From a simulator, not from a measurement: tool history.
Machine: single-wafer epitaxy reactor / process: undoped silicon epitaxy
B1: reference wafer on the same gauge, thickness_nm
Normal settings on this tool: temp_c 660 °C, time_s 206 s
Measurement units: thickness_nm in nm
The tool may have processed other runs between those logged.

{"run": 1, "day": 0.0, "temp_c": 649, "time_s": 183, "B1": 51.388, "thickness_nm": 34.103}
{"run": 2, "day": 0.679, "temp_c": 649, "time_s": 183, "B1": 51.235, "thickness_nm": 34.095}
{"run": 3, "day": 1.3, "temp_c": 649, "time_s": 183, "B1": 51.363, "thickness_nm": 34.129}
{"run": 4, "day": 1.633, "temp_c": 660, "time_s": 206, "B1": 51.33, "thickness_nm": 50.383}
{"run": 5, "day": 2.317, "temp_c": 660, "time_s": 206, "B1": 51.282, "thickness_nm": 49.971}
{"run": 6, "day": 2.875, "temp_c": 660, "time_s": 206, "B1": 51.32, "thickness_nm": 49.85}
{"run": 7, "day": 3.546, "temp_c": 660, "time_s": 232, "B1": 51.358, "thickness_nm": 56.383}
{"run": 8, "day": 4.233, "temp_c": 660, "time_s": 232, "B1": 51.227, "thickness_nm": 56.98}
{"run": 9, "day": 4.842, "temp_c": 660, "time_s": 232, "B1": 51.336, "thickness_nm": 56.669}
{"run": 10, "day": 5.333, "temp_c": 650, "time_s": 206, "B1": 51.347, "thickness_nm": 39.674}
{"run": 11, "day": 5.838, "temp_c": 650, "time_s": 206, "B1": 51.292, "thickness_nm": 39.66}
{"run": 12, "day": 6.325, "temp_c": 650, "time_s": 206, "B1": 51.349, "thickness_nm": 39.415}
{"run": 13, "day": 6.662, "temp_c": 660, "time_s": 206, "B1": 51.345, "thickness_nm": 50.254}
{"run": 14, "day": 7.383, "temp_c": 660, "time_s": 206, "B1": 51.23, "thickness_nm": 50.213}
{"run": 15, "day": 7.904, "temp_c": 660, "time_s": 206, "B1": 51.343, "thickness_nm": 50.517}
{"run": 16, "day": 8.379, "temp_c": 660, "time_s": 206, "B1": 51.319, "thickness_nm": 50.33}
{"run": 17, "day": 8.846, "temp_c": 660, "time_s": 206, "B1": 51.335, "thickness_nm": 50.748}
{"run": 18, "day": 9.288, "temp_c": 660, "time_s": 206, "B1": 51.357, "thickness_nm": 50.051}
{"run": 19, "day": 9.571, "temp_c": 660, "time_s": 206, "B1": 51.337, "thickness_nm": 50.37}
{"run": 20, "day": 11.417, "temp_c": 660, "time_s": 206, "B1": 51.296, "thickness_nm": 49.86}
{"run": 21, "day": 11.938, "temp_c": 660, "time_s": 206, "B1": 51.335, "thickness_nm": 50.429}
{"run": 22, "day": 12.325, "temp_c": 654, "time_s": 187, "B1": 51.311, "thickness_nm": 39.464}
{"run": 23, "day": 13.433, "temp_c": 660, "time_s": 206, "B1": 51.386, "thickness_nm": 50.282}
{"run": 24, "day": 13.842, "temp_c": 660, "time_s": 206, "B1": 51.336, "thickness_nm": 50.531}
{"day": 14.912, "done": "pyrometer calibrated"}
{"run": 25, "day": 14.933, "temp_c": 645, "time_s": 206, "B1": 51.32, "thickness_nm": 30.415}
{"run": 26, "day": 15.454, "temp_c": 674, "time_s": 243, "B1": 51.271, "thickness_nm": 73.04}
{"run": 27, "day": 15.812, "temp_c": 667, "time_s": 206, "B1": 51.323, "thickness_nm": 52.595}
{"run": 28, "day": 16.308, "temp_c": 649, "time_s": 229, "B1": 51.336, "thickness_nm": 37.805}
{"run": 29, "day": 16.621, "temp_c": 651, "time_s": 178, "B1": 51.264, "thickness_nm": 30.76}
{"run": 30, "day": 17.067, "temp_c": 664, "time_s": 189, "B1": 51.308, "thickness_nm": 45.053}
{"run": 31, "day": 17.796, "temp_c": 660, "time_s": 206, "B1": 51.226, "thickness_nm": 44.905}
{"run": 32, "day": 18.438, "temp_c": 660, "time_s": 206, "B1": 51.252, "thickness_nm": 44.786}
{"run": 33, "day": 18.783, "temp_c": 648, "time_s": 225, "B1": 51.324, "thickness_nm": 36.527}
{"run": 34, "day": 19.279, "temp_c": 674, "time_s": 181, "B1": 51.324, "thickness_nm": 55.223}
{"day": 19.55, "done": "gauge calibrated"}
{"run": 35, "day": 20.017, "temp_c": 646, "time_s": 180, "B1": 51.197, "thickness_nm": 27.825}
{"run": 36, "day": 20.679, "temp_c": 660, "time_s": 206, "B1": 51.281, "thickness_nm": 45.243}
{"run": 37, "day": 21.35, "temp_c": 651, "time_s": 186, "B1": 51.219, "thickness_nm": 32.916}
{"run": 38, "day": 21.6, "temp_c": 666, "time_s": 184, "B1": 51.329, "thickness_nm": 46.787}
{"run": 39, "day": 21.983, "temp_c": 668, "time_s": 206, "B1": 51.265, "thickness_nm": 55.327}
{"run": 40, "day": 22.562, "temp_c": 664, "time_s": 189, "B1": 51.331, "thickness_nm": 45.873}
{"run": 41, "day": 23.929, "temp_c": 649, "time_s": 218, "B1": 51.413, "thickness_nm": 36.968}
{"run": 42, "day": 25.417, "temp_c": 660, "time_s": 222, "B1": 51.335, "thickness_nm": 49.607}

The logged runs with the hidden state left out (each run's random variation unchanged):
Hidden state present: wafer temperature above the value expected at the setpoint (K); gauge reads high (%).
run=1 thickness_nm=29.719
run=2 thickness_nm=29.706
run=3 thickness_nm=29.731
run=4 thickness_nm=44.048
run=5 thickness_nm=43.68
run=6 thickness_nm=43.568
run=7 thickness_nm=49.271
run=8 thickness_nm=49.784
run=9 thickness_nm=49.506
run=10 thickness_nm=34.539
run=11 thickness_nm=34.523
run=12 thickness_nm=34.305
run=13 thickness_nm=43.883
run=14 thickness_nm=43.841
run=15 thickness_nm=44.102
run=16 thickness_nm=43.934
run=17 thickness_nm=44.295
run=18 thickness_nm=43.683
run=19 thickness_nm=43.959
run=20 thickness_nm=43.498
run=21 thickness_nm=43.99
run=22 thickness_nm=34.353
run=23 thickness_nm=43.849
run=24 thickness_nm=44.064
run=25 thickness_nm=30.227
run=26 thickness_nm=72.46
run=27 thickness_nm=52.091
run=28 thickness_nm=37.346
run=29 thickness_nm=30.348
run=30 thickness_nm=44.386
run=31 thickness_nm=44.103
run=32 thickness_nm=43.872
run=33 thickness_nm=35.71
run=34 thickness_nm=53.962
run=35 thickness_nm=27.066
run=36 thickness_nm=43.941
run=37 thickness_nm=31.868
run=38 thickness_nm=45.309
run=39 thickness_nm=53.515
run=40 thickness_nm=44.265
run=41 thickness_nm=35.453
run=42 thickness_nm=47.394
